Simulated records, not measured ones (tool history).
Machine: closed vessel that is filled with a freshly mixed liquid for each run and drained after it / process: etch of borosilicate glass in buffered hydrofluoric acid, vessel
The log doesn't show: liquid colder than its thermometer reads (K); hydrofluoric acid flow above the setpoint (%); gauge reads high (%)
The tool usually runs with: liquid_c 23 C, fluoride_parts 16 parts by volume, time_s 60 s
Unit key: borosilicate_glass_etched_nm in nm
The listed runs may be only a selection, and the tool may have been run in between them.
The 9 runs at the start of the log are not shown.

run,day,liquid_c,fluoride_parts,time_s,wafers since the last listed run,hours since the thermometer was replaced,hours since the hydrofluoric acid flow meter was replaced,hours since the gauge calibration,"read-back film thickness of the borosilicate glass reference wafer, read on the same gauge (nm)",borosilicate_glass_etched_nm
# day 9.133: hydrofluoric acid flow meter replaced
10,9.529,23,16,85,2403,84.5,9.5,571.5,81.57,69.87
11,10.9,25.5,16,30,2783,117.4,42.4,604.4,81.76,27.94
12,11.979,19,16,95,2191,143.3,68.3,630.3,81.91,63.31
# day 12.483: gauge calibrated
13,13.375,20,12,35,2834,176.8,101.8,21.4,79.83,31.76
14,15.088,27,16,60,3477,217.9,142.9,62.5,79.85,59.38
15,16.362,19,13.5,50,2589,248.5,173.5,93.1,79.91,38.17
16,17.804,27.5,20.5,60,2927,283.1,208.1,127.7,79.9,48.42
17,18.65,23,16,60,1717,303.4,228.4,148,79.98,48.58
18,19.3,26,19.5,60,1320,319,244,163.6,79.98,45.99
19,19.883,23,16,70,1184,333,258,177.6,79.99,55.79
20,20.817,23,16,30,1895,355.4,280.4,200,80.03,24.13
21,21.746,23,16,60,1886,377.7,302.7,222.3,80.08,48.03
22,22.738,23,16,60,2013,401.5,326.5,246.1,80.2,48.48
23,24.621,27,20,60,3824,446.7,371.7,291.3,80.28,47.89
24,25.512,19,11,30,1810,468.1,393.1,312.7,80.3,28.2
25,26.108,18.5,16,80,1210,482.4,407.4,327,80.38,50.8
26,27.3,23,18,60,2420,511,436,355.6,80.49,43.11
27,28.221,23,16,60,1870,533.1,458.1,377.7,80.5,48.46
28,29.108,23,16,60,1802,554.4,479.4,399,80.61,48.65
29,30.042,23,16,60,1895,576.8,501.8,421.4,80.7,49.24
30,31.288,23,12,35,2530,606.7,531.7,451.3,80.85,38.02
31,32.354,23,16,60,2166,632.3,557.3,476.9,80.99,48.42
32,33.1,23,16,60,1514,650.2,575.2,494.8,81.07,48.36
33,34.367,23,11.5,95,2572,680.6,605.6,525.2,81.19,108.49
34,34.979,23,16,60,1243,695.3,620.3,539.9,81.31,48.87

Each row is a separate what-if for the run after 34, all from the same tool condition, not one after another. Results?
A,35.008,20,16,60,59,696,621,540.6,?,?
B,35.008,23,20.5,85,59,696,621,540.6,?,?
C,35.008,26,16,60,59,696,621,540.6,?,?

run,"read-back film thickness of the borosilicate glass reference wafer, read on the same gauge (nm)",borosilicate_glass_etched_nm
A,81.34,41.19
B,81.34,54.14
C,81.34,56.96
Without the tool's unlogged condition, the same runs would have read:
run,borosilicate_glass_etched_nm
A,40.52
B,53.26
C,56.04

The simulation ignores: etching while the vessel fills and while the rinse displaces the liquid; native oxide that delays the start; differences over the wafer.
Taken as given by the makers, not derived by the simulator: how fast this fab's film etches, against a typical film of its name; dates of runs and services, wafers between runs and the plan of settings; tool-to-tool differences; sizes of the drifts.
